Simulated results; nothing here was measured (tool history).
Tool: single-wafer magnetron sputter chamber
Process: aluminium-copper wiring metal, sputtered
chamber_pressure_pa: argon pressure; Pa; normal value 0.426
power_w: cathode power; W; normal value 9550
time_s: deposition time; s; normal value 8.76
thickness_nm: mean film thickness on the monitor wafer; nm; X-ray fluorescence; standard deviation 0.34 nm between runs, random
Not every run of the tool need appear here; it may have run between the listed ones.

run,hour,chamber_pressure_pa,power_w,time_s,wafers since the last listed run,wafers on the sputter target,hours since the last manometer calibration,hours since the magnet pack was replaced,hours since the gauge calibration,"read-back reference wafer on the same gauge, thickness_nm",thickness_nm
1,0,0.426,9050,9.25,0,6498,1494.7,7011.2,471.8,175.118,156.314
# hour 2.8: gauge calibrated
# hour 4.6: sputter target and shields replaced
2,19.8,0.426,9050,9.25,340,340,1514.5,7031,17,174.736,155.967
3,50.7,0.426,9050,9.25,691,1031,1545.4,7061.9,47.9,175.067,156.723
4,67.3,0.426,9550,8.76,371,1403,1562,7078.5,64.5,174.94,153.461
5,93.1,0.426,9550,8.76,577,1980,1587.8,7104.3,90.3,175.085,153.931
6,122.5,0.426,9550,8.76,657,2637,1617.2,7133.7,119.7,174.921,154.175
7,146.5,0.426,9550,8.76,536,3174,1641.2,7157.7,143.7,175.152,153.038
8,171.8,0.426,9550,8.76,565,3740,1666.5,7183,169,175.079,153.611
9,187.8,0.426,9550,8.76,357,4098,1682.5,7199,185,174.76,153.49
10,241.9,0.426,9550,8.76,1210,5308,1736.6,7253.1,239.1,175.062,153.707
11,255.2,0.426,9550,8.76,297,5606,1749.9,7266.4,252.4,175.161,153.524
12,283.6,0.426,9550,8.76,635,6241,1778.3,7294.8,280.8,174.883,153.848
13,305.9,0.426,9550,8.76,498,6740,1800.6,7317.1,303.1,174.974,153.317
# hour 334.5: sputter target and shields replaced
14,335,0.426,9550,8.76,471,10,1829.7,7346.2,332.2,175.03,153.103
15,346.6,0.426,7650,7.49,259,270,1841.3,7357.8,343.8,175.015,114.986
# hour 357.1: magnet pack replaced
16,373.3,0.426,11100,8.76,418,688,1868,16.2,370.5,174.957,169.323
17,402.4,0.426,11100,8.76,650,1339,1897.1,45.3,399.6,174.986,169.338
18,433.5,0.579,8600,8.76,695,2035,1928.2,76.4,430.7,175.034,133.397
19,464.7,0.54,10700,8.76,697,2733,1959.4,107.6,461.9,175.123,156.801
20,482.7,0.426,9550,8.76,402,3135,1977.4,125.6,479.9,175.05,153.312
21,501.7,0.426,9550,8.76,425,3560,1996.4,144.6,498.9,175.035,153.58
22,521.5,0.553,10550,10.24,442,4003,2016.2,164.4,518.7,175.041,179.608
# hour 521.8: gauge calibrated
23,552.1,0.426,9550,8.76,684,4688,2046.8,195,30.3,174.906,153.782
24,572.4,0.306,9550,7.81,454,5142,2067.1,215.3,50.6,174.822,145.269
25,587,0.595,9550,8.76,326,5468,2081.7,229.9,65.2,175.092,141.836
# hour 619.2: sputter target and shields replaced
26,620.1,0.426,9550,7.95,561,21,2114.8,263,98.3,174.948,139.895
# hour 629.5: capacitance manometer re-zeroed and calibrated
27,642.9,0.426,9550,9.97,331,352,13.4,285.8,121.1,174.94,166.741
28,677.8,0.579,9550,8.76,780,1132,48.3,320.7,156,174.81,134.912
29,700.5,0.426,9550,8.76,507,1640,71,343.4,178.7,175.151,147.148
30,730.2,0.381,9550,9.93,664,2304,100.7,373.1,208.4,174.992,171.634
31,744.3,0.426,7700,8.76,315,2620,114.8,387.2,222.5,175.162,129.278
32,770.5,0.553,10550,10.24,586,3206,141,413.4,248.7,174.934,171.642
33,787,0.556,11650,7.42,369,3575,157.5,429.9,265.2,175.013,133.293
34,807.4,0.426,9550,8.76,456,4031,177.9,450.3,285.6,174.881,147.664
35,819.4,0.546,10200,10.37,268,4300,189.9,462.3,297.6,174.948,171.102

Consider 4 possible next runs. They are alternatives, not a sequence: every one starts from the tool as it was left by run 35. What does each give?
A,819.8,0.426,11550,8.76,8,4309,190.3,462.7,298,?,?
B,819.8,0.426,9550,7.72,8,4309,190.3,462.7,298,?,?
C,819.8,0.426,11700,9.24,8,4309,190.3,462.7,298,?,?
D,819.8,0.551,9550,9.32,8,4309,190.3,462.7,298,?,?

run,"read-back reference wafer on the same gauge, thickness_nm",thickness_nm
A,174.965,168.009
B,174.965,130.505
C,174.965,178.791
D,174.965,146.837
The same runs, with their run-to-run variation unchanged, on a tool lacking any hidden condition would have given:
run,thickness_nm
A,167.167
B,129.85
C,177.895
D,145.887

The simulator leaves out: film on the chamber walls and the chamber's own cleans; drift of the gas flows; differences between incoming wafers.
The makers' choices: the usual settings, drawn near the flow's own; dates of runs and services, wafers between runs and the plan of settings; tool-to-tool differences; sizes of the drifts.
